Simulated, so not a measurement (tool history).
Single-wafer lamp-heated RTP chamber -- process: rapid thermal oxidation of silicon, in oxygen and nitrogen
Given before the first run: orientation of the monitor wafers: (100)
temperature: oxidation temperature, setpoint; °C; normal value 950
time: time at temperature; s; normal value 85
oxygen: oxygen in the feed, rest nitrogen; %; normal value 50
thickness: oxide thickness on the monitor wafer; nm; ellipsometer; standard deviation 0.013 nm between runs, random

run,hour,temperature,time,oxygen,wafers since the last listed run,wafers since the last pyrometer calibration,hours since the oxygen flow controller was replaced,hours since the gauge calibration,"read-back reference wafer on the same gauge, thickness",thickness
1,0,933,85,50,0,3522,5013.1,163.4,4.087,3.408
# hour 43.3: pyrometer window cleaned and pyrometer calibrated
2,71.9,972,85,60,333,149,5085,235.3,4.089,4.643
3,122.6,972,85,60,264,414,5135.7,286,4.093,4.637
4,184.6,950,85,50,323,738,5197.7,348,4.097,3.763
5,272.4,950,66,50,458,1197,5285.5,435.8,4.102,3.422
6,376.4,950,85,57,543,1740,5389.5,539.8,4.11,3.934
# hour 448.7: oxygen flow controller replaced
7,474.4,950,85,57,470,2210,25.7,637.8,4.113,3.905
8,516.7,950,85,50,220,2431,68,680.1,4.116,3.811
9,616.8,950,85,50,522,2954,168.1,780.2,4.121,3.78
10,675.1,970,126,50,304,3259,226.4,838.5,4.126,5.145
11,711.7,969,113,37,191,3450,263,875.1,4.124,4.431
# hour 741.5: pyrometer window cleaned and pyrometer calibrated
# hour 790.9: gauge calibrated
12,798.2,962,85,64,410,296,349.5,7.3,4.07,4.367
13,859.7,950,85,50,321,617,411,68.8,4.072,3.753
14,899.4,940,85,67,207,824,450.7,108.5,4.073,3.806
15,1000.8,959,52,61,529,1354,552.1,209.9,4.082,3.497
16,1046.4,950,85,40,238,1592,597.7,255.5,4.081,3.54
17,1083.5,950,56,50,193,1786,634.8,292.6,4.086,3.225

What will run 18 give?
18,1171.7,950,85,50,460,2247,723,380.8,?,?

Run 18 yielded read-back reference wafer on the same gauge, thickness 4.09, thickness 3.774 nm.
Were there no unlogged condition in the tool, this run, its random variation unchanged, would have produced thickness 3.756 nm.
